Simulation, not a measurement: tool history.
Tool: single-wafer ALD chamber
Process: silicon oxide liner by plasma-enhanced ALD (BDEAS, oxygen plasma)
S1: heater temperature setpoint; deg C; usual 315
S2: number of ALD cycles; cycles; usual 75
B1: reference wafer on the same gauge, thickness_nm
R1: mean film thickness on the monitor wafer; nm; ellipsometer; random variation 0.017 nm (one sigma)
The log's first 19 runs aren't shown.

run    hour   S1  S2     B1     R1
 20  1369.2  315  75  6.511  6.813
 21  1632.1  315  75   6.51  6.811
 22  1701.8  315  75  6.513  6.803
 23    1792  328  89  6.506  7.958
     1859.5  -- thermocouple changed; heater temperature recalibrated
 24  1879.1  302  85   6.51   7.84
 25  1959.9  304  65   6.51  5.961
 26  2048.5  315  75  6.509  6.757
 27  2121.5  324  69   6.51  6.163
 28  2224.2  327  81  6.507  7.194
 29  2455.9  315  75  6.509   6.77
 30  2547.3  301  83  6.509   7.79
 31  2592.4  315  80  6.508  7.267
 32  2908.7  310  85  6.508  7.772
 33  3008.7  328  80   6.51  7.121
 34  3080.2  315  67   6.51  6.087
 35  3187.7  324  63   6.51  5.646
 36  3293.5  302  66  6.512  6.188
 37  3367.6  315  60  6.514  5.473
 38  3405.2  304  75  6.511  6.989
 39  3512.9  315  75  6.511  6.832
 40  3613.9  327  87  6.508   7.77
 41  3683.4  321  84  6.508  7.548
 42  3766.8  315  75   6.51  6.821
 43  3844.3  315  75   6.51  6.841
     3920.2  -- thermocouple changed; heater temperature recalibrated
 44  3943.2  300  90  6.511   8.31

Forecast each of these 5 alternatives for the next run:
  A  3943.7  315  75   ?   ?
  B  3943.7  322  85   ?   ?
  C  3943.7  306  75   ?   ?
  D  3943.7  324  68   ?   ?
  E  3943.7  330  75   ?   ?

run    B1     R1
  A  6.51  6.769
  B  6.51  7.591
  C  6.51  6.861
  D  6.51  6.054
  E  6.51  6.616
Without the tool's hidden state the same runs would have given:
run     R1
  A  6.771
  B  7.593
  C  6.863
  D  6.056
  E  6.618
